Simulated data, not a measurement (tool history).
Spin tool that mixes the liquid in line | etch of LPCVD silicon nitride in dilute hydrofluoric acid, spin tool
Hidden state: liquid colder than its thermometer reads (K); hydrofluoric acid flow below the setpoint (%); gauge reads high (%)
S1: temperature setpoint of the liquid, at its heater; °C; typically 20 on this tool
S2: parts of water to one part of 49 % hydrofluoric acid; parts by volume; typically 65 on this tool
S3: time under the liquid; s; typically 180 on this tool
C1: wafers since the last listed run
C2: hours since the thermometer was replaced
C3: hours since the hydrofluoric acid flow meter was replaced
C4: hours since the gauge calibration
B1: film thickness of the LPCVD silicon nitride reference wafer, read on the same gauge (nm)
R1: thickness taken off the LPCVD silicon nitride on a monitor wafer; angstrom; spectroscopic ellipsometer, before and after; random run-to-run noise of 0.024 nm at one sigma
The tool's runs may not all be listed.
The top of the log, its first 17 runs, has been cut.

run	hour	S1	S2	S3	C1	C2	C3	C4	B1	R1
18	1131.9	20	45	285	340	660.4	100.7	2126.5	130.013	23.98
19	1196.4	22.5	50	100	425	724.9	165.2	2191	129.942	9.05
# hour 1238.2: gauge calibrated
20	1246.2	20	65	180	328	774.7	215	8	130.003	10.57
21	1413.3	20	65	180	1102	941.8	382.1	175.1	130.007	10.15
22	1470.3	20	65	180	376	998.8	439.1	232.1	129.975	9.89
# hour 1497.2: thermometer replaced
23	1531.1	18.5	65	125	394	33.9	499.9	292.9	129.995	7.46
24	1596.2	20	65	180	429	99	565	358	129.972	11.49
25	1647.5	17.5	45	125	338	150.3	616.3	409.3	130.003	9.68
# hour 1659.6: hydrofluoric acid flow meter replaced
26	1711.7	21.5	55	180	417	214.5	52.1	473.5	129.95	15.54
27	1770.6	24	65	220	388	273.4	111	532.4	130.009	18.24
28	1823.2	20	65	210	347	326	163.6	585	130.014	13.56
29	1874	20	65	180	335	376.8	214.4	635.8	129.964	11.32
30	1913.1	17	40	180	258	415.9	253.5	674.9	130.008	14.55
31	1972.2	21.5	85	270	390	475	312.6	734	129.99	14.3
32	2019.6	20	65	180	312	522.4	360	781.4	129.962	11.13

4 options for the next run, each taken on its own from the tool as it stands now. Forecast them:
A	2020.1	20	65	265	3	522.9	360.5	781.9	?	?
B	2020.1	17	75	75	3	522.9	360.5	781.9	?	?
C	2020.1	17	65	180	3	522.9	360.5	781.9	?	?
D	2020.1	24.5	50	215	3	522.9	360.5	781.9	?	?

run	B1	R1
A	129.998	16.22
B	129.998	3.23
C	129.998	8.91
D	129.998	23.19
Without the tool's hidden state the same runs would have given:
run	R1
A	18.36
B	3.67
C	10.11
D	26.16
